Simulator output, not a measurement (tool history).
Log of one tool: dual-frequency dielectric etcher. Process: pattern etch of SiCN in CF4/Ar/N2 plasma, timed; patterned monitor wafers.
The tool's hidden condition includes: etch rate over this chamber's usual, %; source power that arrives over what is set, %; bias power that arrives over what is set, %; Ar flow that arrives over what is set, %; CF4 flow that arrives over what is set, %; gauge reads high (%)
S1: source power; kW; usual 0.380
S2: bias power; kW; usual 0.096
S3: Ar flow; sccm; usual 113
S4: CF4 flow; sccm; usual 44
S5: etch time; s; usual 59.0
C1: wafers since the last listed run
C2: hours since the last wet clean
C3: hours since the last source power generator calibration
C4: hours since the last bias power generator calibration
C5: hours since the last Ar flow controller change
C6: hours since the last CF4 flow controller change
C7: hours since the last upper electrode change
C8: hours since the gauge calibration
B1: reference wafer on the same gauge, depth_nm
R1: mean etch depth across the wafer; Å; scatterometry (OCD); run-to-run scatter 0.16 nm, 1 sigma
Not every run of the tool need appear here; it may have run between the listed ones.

run 1 hour=0.0 | S1=0.380 S2=0.096 S3=113 S4=44 S5=63.0 | C1=0 C2=301.0 C3=3985.1 C4=2331.3 C5=5430.7 C6=4257.4 C7=3094.6 C8=548.7 | B1=36.80 | R1=427.1
run 2 hour=23.6 | S1=0.380 S2=0.096 S3=113 S4=44 S5=63.0 | C1=319 C2=324.6 C3=4008.7 C4=2354.9 C5=5454.3 C6=4281.0 C7=3118.2 C8=572.3 | B1=36.83 | R1=428.0
run 3 hour=54.0 | S1=0.380 S2=0.096 S3=113 S4=44 S5=59.0 | C1=411 C2=355.0 C3=4039.1 C4=2385.3 C5=5484.7 C6=4311.4 C7=3148.6 C8=602.7 | B1=36.80 | R1=396.7
run 4 hour=87.0 | S1=0.380 S2=0.096 S3=113 S4=44 S5=59.0 | C1=447 C2=388.0 C3=4072.1 C4=2418.3 C5=5517.7 C6=4344.4 C7=3181.6 C8=635.7 | B1=36.76 | R1=394.4
run 5 hour=161.8 | S1=0.380 S2=0.096 S3=113 S4=44 S5=59.0 | C1=1013 C2=462.8 C3=4146.9 C4=2493.1 C5=5592.5 C6=4419.2 C7=3256.4 C8=710.5 | B1=36.79 | R1=396.9
-- hour=181.9 source power generator calibrated
run 6 hour=188.0 | S1=0.380 S2=0.096 S3=113 S4=44 S5=59.0 | C1=300 C2=489.0 C3=6.1 C4=2519.3 C5=5618.7 C6=4445.4 C7=3282.6 C8=736.7 | B1=36.76 | R1=393.0
-- hour=209.0 Ar flow controller replaced
run 7 hour=209.5 | S1=0.380 S2=0.096 S3=113 S4=44 S5=59.0 | C1=209 C2=510.5 C3=27.6 C4=2540.8 C5=0.5 C6=4466.9 C7=3304.1 C8=758.2 | B1=36.79 | R1=389.7
run 8 hour=227.3 | S1=0.420 S2=0.096 S3=113 S4=44 S5=59.0 | C1=241 C2=528.3 C3=45.4 C4=2558.6 C5=18.3 C6=4484.7 C7=3321.9 C8=776.0 | B1=36.84 | R1=432.9
run 9 hour=259.9 | S1=0.420 S2=0.096 S3=113 S4=44 S5=59.0 | C1=441 C2=560.9 C3=78.0 C4=2591.2 C5=50.9 C6=4517.3 C7=3354.5 C8=808.6 | B1=36.75 | R1=432.8
-- hour=267.8 CF4 flow controller replaced
-- hour=273.0 gauge calibrated
-- hour=287.3 wet clean of the chamber
run 10 hour=287.8 | S1=0.380 S2=0.096 S3=113 S4=44 S5=59.0 | C1=32 C2=0.5 C3=105.9 C4=2619.1 C5=78.8 C6=20.0 C7=3382.4 C8=14.8 | B1=36.82 | R1=411.6
-- hour=314.1 upper electrode replaced
run 11 hour=314.6 | S1=0.380 S2=0.096 S3=123 S4=49 S5=47.5 | C1=37 C2=27.3 C3=132.7 C4=2645.9 C5=105.6 C6=46.8 C7=0.5 C8=41.6 | B1=36.83 | R1=331.7
run 12 hour=328.9 | S1=0.380 S2=0.078 S3=113 S4=44 S5=59.0 | C1=193 C2=41.6 C3=147.0 C4=2660.2 C5=119.9 C6=61.1 C7=14.8 C8=55.9 | B1=36.82 | R1=387.0
run 13 hour=353.7 | S1=0.380 S2=0.096 S3=113 S4=44 S5=59.0 | C1=335 C2=66.4 C3=171.8 C4=2685.0 C5=144.7 C6=85.9 C7=39.6 C8=80.7 | B1=36.75 | R1=408.6
run 14 hour=381.9 | S1=0.380 S2=0.096 S3=113 S4=41 S5=75.0 | C1=381 C2=94.6 C3=200.0 C4=2713.2 C5=172.9 C6=114.1 C7=67.8 C8=108.9 | B1=36.84 | R1=515.6
-- hour=413.1 bias power generator calibrated
run 15 hour=413.6 | S1=0.380 S2=0.096 S3=113 S4=44 S5=59.0 | C1=375 C2=126.3 C3=231.7 C4=0.5 C5=204.6 C6=145.8 C7=99.5 C8=140.6 | B1=36.84 | R1=405.7
run 16 hour=434.8 | S1=0.410 S2=0.096 S3=113 S4=44 S5=59.0 | C1=287 C2=147.5 C3=252.9 C4=21.7 C5=225.8 C6=167.0 C7=120.7 C8=161.8 | B1=36.78 | R1=437.9
run 17 hour=470.2 | S1=0.350 S2=0.096 S3=126 S4=35 S5=44.5 | C1=479 C2=182.9 C3=288.3 C4=57.1 C5=261.2 C6=202.4 C7=156.1 C8=197.2 | B1=36.80 | R1=269.2
run 18 hour=492.0 | S1=0.300 S2=0.096 S3=113 S4=53 S5=76.5 | C1=295 C2=204.7 C3=310.1 C4=78.9 C5=283.0 C6=224.2 C7=177.9 C8=219.0 | B1=36.77 | R1=416.0
run 19 hour=527.2 | S1=0.300 S2=0.096 S3=113 S4=44 S5=59.0 | C1=476 C2=239.9 C3=345.3 C4=114.1 C5=318.2 C6=259.4 C7=213.1 C8=254.2 | B1=36.85 | R1=315.0
run 20 hour=541.9 | S1=0.380 S2=0.096 S3=113 S4=44 S5=59.0 | C1=199 C2=254.6 C3=360.0 C4=128.8 C5=332.9 C6=274.1 C7=227.8 C8=268.9 | B1=36.82 | R1=400.4
run 21 hour=562.9 | S1=0.380 S2=0.096 S3=135 S4=44 S5=59.0 | C1=284 C2=275.6 C3=381.0 C4=149.8 C5=353.9 C6=295.1 C7=248.8 C8=289.9 | B1=36.83 | R1=393.2
run 22 hour=588.1 | S1=0.380 S2=0.096 S3=102 S4=44 S5=59.0 | C1=341 C2=300.8 C3=406.2 C4=175.0 C5=379.1 C6=320.3 C7=274.0 C8=315.1 | B1=36.83 | R1=410.0

3 ways to go on from here, each from the tool as it stands after run 22. What would each give?
run A hour=588.5 | S1=0.380 S2=0.114 S3=113 S4=44 S5=59.0 | C1=5 C2=301.2 C3=406.6 C4=175.4 C5=379.5 C6=320.7 C7=274.4 C8=315.5 | B1=? | R1=?
run B hour=588.5 | S1=0.380 S2=0.082 S3=113 S4=44 S5=59.0 | C1=5 C2=301.2 C3=406.6 C4=175.4 C5=379.5 C6=320.7 C7=274.4 C8=315.5 | B1=? | R1=?
run C hour=588.5 | S1=0.380 S2=0.096 S3=113 S4=51 S5=72.0 | C1=5 C2=301.2 C3=406.6 C4=175.4 C5=379.5 C6=320.7 C7=274.4 C8=315.5 | B1=? | R1=?

run=A B1=36.87 R1=423.1
run=B B1=36.87 R1=386.2
run=C B1=36.87 R1=499.9
Without the tool's unlogged condition, the same runs would have read:
run=A R1=431.1
run=B R1=393.4
run=C R1=509.3

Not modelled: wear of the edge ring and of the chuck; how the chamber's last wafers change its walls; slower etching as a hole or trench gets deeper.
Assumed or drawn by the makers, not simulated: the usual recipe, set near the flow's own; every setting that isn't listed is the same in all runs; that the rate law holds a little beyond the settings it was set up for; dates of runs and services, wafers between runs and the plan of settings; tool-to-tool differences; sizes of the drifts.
